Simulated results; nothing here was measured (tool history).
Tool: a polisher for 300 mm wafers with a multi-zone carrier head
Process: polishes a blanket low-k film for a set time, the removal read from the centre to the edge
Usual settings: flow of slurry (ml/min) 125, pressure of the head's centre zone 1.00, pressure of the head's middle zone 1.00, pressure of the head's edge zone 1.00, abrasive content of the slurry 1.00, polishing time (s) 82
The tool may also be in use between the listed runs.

| run | day | flow of slurry (ml/min) | pressure of the head's centre zone | pressure of the head's middle zone | pressure of the head's edge zone | abrasive content of the slurry | polishing time (s) | incoming thickness of the incoming film, nm | film removed at the wafer's centre (Å) | film removed at mid-radius (Å) | film removed at the wafer's edge (Å) |
|---|---|---|---|---|---|---|---|---|---|---|---|
| 1 | 0.000 | 125 | 1.00 | 1.00 | 1.00 | 1.15 | 82 | 513.9 | 341 | 378 | 383 |
| 2 | 0.571 | 125 | 1.00 | 1.00 | 1.00 | 1.15 | 82 | 509.0 | 334 | 378 | 381 |
|  | 0.888 | worn pad replaced by a new one |
| 3 | 0.908 | 125 | 1.00 | 1.00 | 1.00 | 1.00 | 82 | 514.7 | 313 | 352 | 355 |
| 4 | 1.171 | 125 | 1.00 | 1.00 | 1.00 | 1.00 | 82 | 507.8 | 311 | 355 | 358 |
|  | 1.450 | slurry nozzle cleaned |
|  | 1.583 | centre zone pressure recalibrated |
|  | 1.662 | edge zone pressure recalibrated |
| 5 | 1.683 | 125 | 1.00 | 1.00 | 1.00 | 1.00 | 82 | 506.3 | 347 | 344 | 349 |
| 6 | 2.208 | 125 | 1.00 | 1.00 | 1.00 | 1.00 | 82 | 506.9 | 345 | 356 | 360 |
| 7 | 2.950 | 125 | 1.00 | 1.00 | 1.00 | 1.00 | 82 | 500.8 | 343 | 361 | 358 |
| 8 | 3.579 | 160 | 1.00 | 1.00 | 0.88 | 1.00 | 82 | 508.4 | 356 | 365 | 340 |
| 9 | 4.088 | 125 | 1.00 | 1.00 | 1.00 | 1.00 | 82 | 507.0 | 338 | 356 | 357 |
|  | 4.325 | worn pad replaced by a new one |
| 10 | 4.733 | 150 | 1.10 | 1.00 | 1.00 | 1.00 | 60 | 510.0 | 277 | 266 | 267 |
| 11 | 5.554 | 125 | 1.00 | 0.92 | 1.00 | 1.00 | 55 | 517.8 | 224 | 216 | 239 |
| 12 | 6.154 | 125 | 1.00 | 1.00 | 1.00 | 1.00 | 82 | 499.2 | 335 | 350 | 344 |
| 13 | 6.633 | 160 | 1.08 | 1.10 | 1.00 | 1.00 | 64 | 500.6 | 295 | 318 | 286 |
| 14 | 7.196 | 145 | 1.12 | 1.00 | 1.00 | 0.90 | 93 | 520.2 | 407 | 396 | 382 |
|  | 7.583 | worn pad replaced by a new one |
| 15 | 7.896 | 125 | 1.00 | 1.00 | 1.00 | 1.00 | 109 | 514.1 | 438 | 468 | 464 |
| 16 | 8.358 | 85 | 1.00 | 0.89 | 1.08 | 1.00 | 101 | 511.4 | 370 | 356 | 423 |
|  | 9.004 | carrier head's membrane replaced by a new one |
| 17 | 9.104 | 125 | 1.09 | 1.00 | 1.00 | 0.75 | 82 | 517.3 | 294 | 292 | 295 |
| 18 | 9.550 | 140 | 1.00 | 1.00 | 1.00 | 1.00 | 82 | 507.4 | 339 | 359 | 371 |
| 19 | 10.204 | 125 | 1.00 | 1.00 | 1.00 | 0.70 | 82 | 515.1 | 260 | 277 | 283 |
|  | 11.029 | worn pad replaced by a new one |
| 20 | 11.617 | 125 | 1.00 | 1.00 | 1.00 | 1.15 | 57 | 513.9 | 244 | 264 | 265 |
| 21 | 12.229 | 125 | 1.00 | 1.00 | 1.00 | 1.00 | 82 | 519.2 | 323 | 353 | 360 |

5 ways to go on from here, each from the tool as it stands after run 21. What would each give?
| A | 12.250 | 125 | 1.00 | 1.00 | 1.00 | 1.00 | 82 | 507.0 | ? | ? | ? |
| B | 12.250 | 125 | 1.00 | 1.00 | 1.00 | 1.00 | 67 | 507.0 | ? | ? | ? |
| C | 12.250 | 80 | 0.96 | 0.97 | 0.95 | 1.00 | 82 | 507.0 | ? | ? | ? |
| D | 12.250 | 125 | 1.00 | 1.00 | 0.89 | 0.85 | 82 | 507.0 | ? | ? | ? |
| E | 12.250 | 150 | 1.00 | 1.00 | 0.91 | 1.10 | 82 | 507.0 | ? | ? | ? |

| run | film removed at the wafer's centre (Å) | film removed at mid-radius (Å) | film removed at the wafer's edge (Å) |
|---|---|---|---|
| A | 321 | 357 | 358 |
| B | 262 | 292 | 293 |
| C | 276 | 315 | 327 |
| D | 291 | 324 | 308 |
| E | 351 | 389 | 369 |
Without the tool's hidden state the same runs would have given:
| run | film removed at the wafer's centre (Å) | film removed at mid-radius (Å) | film removed at the wafer's edge (Å) |
|---|---|---|---|
| A | 346 | 357 | 358 |
| B | 282 | 292 | 293 |
| C | 297 | 315 | 327 |
| D | 314 | 324 | 308 |
| E | 378 | 389 | 369 |

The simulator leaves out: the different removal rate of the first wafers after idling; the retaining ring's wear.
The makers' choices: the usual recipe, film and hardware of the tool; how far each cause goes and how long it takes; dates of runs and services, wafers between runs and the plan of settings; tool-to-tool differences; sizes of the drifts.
